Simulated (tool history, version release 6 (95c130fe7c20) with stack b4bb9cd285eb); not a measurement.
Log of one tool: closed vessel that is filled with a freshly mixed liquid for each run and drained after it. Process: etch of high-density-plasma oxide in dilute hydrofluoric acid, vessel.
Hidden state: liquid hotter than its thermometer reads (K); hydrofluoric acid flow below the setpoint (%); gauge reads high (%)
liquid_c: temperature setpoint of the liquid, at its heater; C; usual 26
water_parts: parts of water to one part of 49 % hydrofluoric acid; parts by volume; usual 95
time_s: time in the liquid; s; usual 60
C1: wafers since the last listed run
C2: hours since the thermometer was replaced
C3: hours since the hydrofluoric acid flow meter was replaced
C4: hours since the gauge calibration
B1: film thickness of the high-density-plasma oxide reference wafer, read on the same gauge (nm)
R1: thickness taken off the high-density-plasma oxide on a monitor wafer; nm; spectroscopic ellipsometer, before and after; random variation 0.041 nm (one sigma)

{"run": 1, "hour": 0.0, "liquid_c": 26, "water_parts": 95, "time_s": 60, "C1": 0, "C2": 2329.7, "C3": 1430.7, "C4": 87, "B1": 130.02, "R1": 6.56}
{"run": 2, "hour": 14.7, "liquid_c": 26, "water_parts": 95, "time_s": 60, "C1": 1238, "C2": 2344.4, "C3": 1445.4, "C4": 101.7, "B1": 130.01, "R1": 6.59}
{"run": 3, "hour": 29.8, "liquid_c": 26, "water_parts": 95, "time_s": 60, "C1": 1272, "C2": 2359.5, "C3": 1460.5, "C4": 116.8, "B1": 129.99, "R1": 6.58}
{"run": 4, "hour": 39.4, "liquid_c": 26, "water_parts": 95, "time_s": 60, "C1": 808, "C2": 2369.1, "C3": 1470.1, "C4": 126.4, "B1": 129.99, "R1": 6.57}
{"run": 5, "hour": 56.1, "liquid_c": 26, "water_parts": 95, "time_s": 60, "C1": 1407, "C2": 2385.8, "C3": 1486.8, "C4": 143.1, "B1": 129.99, "R1": 6.56}
{"run": 6, "hour": 73.2, "liquid_c": 26, "water_parts": 95, "time_s": 60, "C1": 1440, "C2": 2402.9, "C3": 1503.9, "C4": 160.2, "B1": 129.99, "R1": 6.56}
{"run": 7, "hour": 85.9, "liquid_c": 26, "water_parts": 95, "time_s": 60, "C1": 1070, "C2": 2415.6, "C3": 1516.6, "C4": 172.9, "B1": 130.02, "R1": 6.52}
{"run": 8, "hour": 99.0, "liquid_c": 26, "water_parts": 95, "time_s": 60, "C1": 1103, "C2": 2428.7, "C3": 1529.7, "C4": 186, "B1": 130.02, "R1": 6.56}
{"run": 9, "hour": 105.5, "liquid_c": 26, "water_parts": 95, "time_s": 80, "C1": 547, "C2": 2435.2, "C3": 1536.2, "C4": 192.5, "B1": 130, "R1": 8.75}
{"run": 10, "hour": 117.3, "liquid_c": 26, "water_parts": 95, "time_s": 80, "C1": 994, "C2": 2447, "C3": 1548, "C4": 204.3, "B1": 130.03, "R1": 8.7}
{"run": 11, "hour": 132.4, "liquid_c": 26, "water_parts": 95, "time_s": 80, "C1": 1272, "C2": 2462.1, "C3": 1563.1, "C4": 219.4, "B1": 130.02, "R1": 8.6}
{"hour": 148.7, "done": "gauge calibrated"}
{"run": 12, "hour": 149.6, "liquid_c": 26, "water_parts": 95, "time_s": 30, "C1": 1449, "C2": 2479.3, "C3": 1580.3, "C4": 0.9, "B1": 130.01, "R1": 3.26}
{"run": 13, "hour": 162.8, "liquid_c": 26, "water_parts": 95, "time_s": 60, "C1": 1112, "C2": 2492.5, "C3": 1593.5, "C4": 14.1, "B1": 129.97, "R1": 6.44}
{"run": 14, "hour": 174.9, "liquid_c": 24, "water_parts": 95, "time_s": 60, "C1": 1019, "C2": 2504.6, "C3": 1605.6, "C4": 26.2, "B1": 130, "R1": 6.02}
{"hour": 183.6, "done": "hydrofluoric acid flow meter replaced"}
{"run": 15, "hour": 187.6, "liquid_c": 26, "water_parts": 95, "time_s": 60, "C1": 985, "C2": 2517.3, "C3": 4, "C4": 38.9, "B1": 129.97, "R1": 7.46}
{"run": 16, "hour": 193.8, "liquid_c": 24.5, "water_parts": 75, "time_s": 60, "C1": 522, "C2": 2523.5, "C3": 10.2, "C4": 45.1, "B1": 130.01, "R1": 9.13}
{"run": 17, "hour": 207.4, "liquid_c": 26, "water_parts": 95, "time_s": 60, "C1": 1145, "C2": 2537.1, "C3": 23.8, "C4": 58.7, "B1": 130, "R1": 7.4}
{"hour": 219.8, "done": "thermometer replaced"}
{"run": 18, "hour": 223.3, "liquid_c": 21.5, "water_parts": 130, "time_s": 90, "C1": 1255, "C2": 3.5, "C3": 39.7, "C4": 74.6, "B1": 130, "R1": 6.49}
{"run": 19, "hour": 239.8, "liquid_c": 24, "water_parts": 120, "time_s": 75, "C1": 1390, "C2": 20, "C3": 56.2, "C4": 91.1, "B1": 130.01, "R1": 6.63}
{"run": 20, "hour": 247.3, "liquid_c": 26, "water_parts": 95, "time_s": 60, "C1": 631, "C2": 27.5, "C3": 63.7, "C4": 98.6, "B1": 130.01, "R1": 7.42}
{"run": 21, "hour": 260.2, "liquid_c": 26, "water_parts": 75, "time_s": 40, "C1": 1086, "C2": 40.4, "C3": 76.6, "C4": 111.5, "B1": 129.97, "R1": 6.49}
{"run": 22, "hour": 277.0, "liquid_c": 26, "water_parts": 95, "time_s": 60, "C1": 1415, "C2": 57.2, "C3": 93.4, "C4": 128.3, "B1": 129.97, "R1": 7.4}
{"run": 23, "hour": 289.7, "liquid_c": 26, "water_parts": 95, "time_s": 45, "C1": 1070, "C2": 69.9, "C3": 106.1, "C4": 141, "B1": 130.01, "R1": 5.51}

The tool's hidden state at each run:
liquid hotter than its thermometer reads (K): 0 in every run
gauge reads high (%): 0 in every run
H1: hydrofluoric acid flow below the setpoint (%)
run=1 H1=11.6
run=2 H1=11.8
run=3 H1=11.9
run=4 H1=12
run=5 H1=12.1
run=6 H1=12.2
run=7 H1=12.3
run=8 H1=12.4
run=9 H1=12.5
run=10 H1=12.6
run=11 H1=12.7
run=12 H1=12.8
run=13 H1=12.9
run=14 H1=13
run=15 H1=1.5
run=16 H1=1.55
run=17 H1=1.66
run=18 H1=1.78
run=19 H1=1.91
run=20 H1=1.96
run=21 H1=2.06
run=22 H1=2.19
run=23 H1=2.29

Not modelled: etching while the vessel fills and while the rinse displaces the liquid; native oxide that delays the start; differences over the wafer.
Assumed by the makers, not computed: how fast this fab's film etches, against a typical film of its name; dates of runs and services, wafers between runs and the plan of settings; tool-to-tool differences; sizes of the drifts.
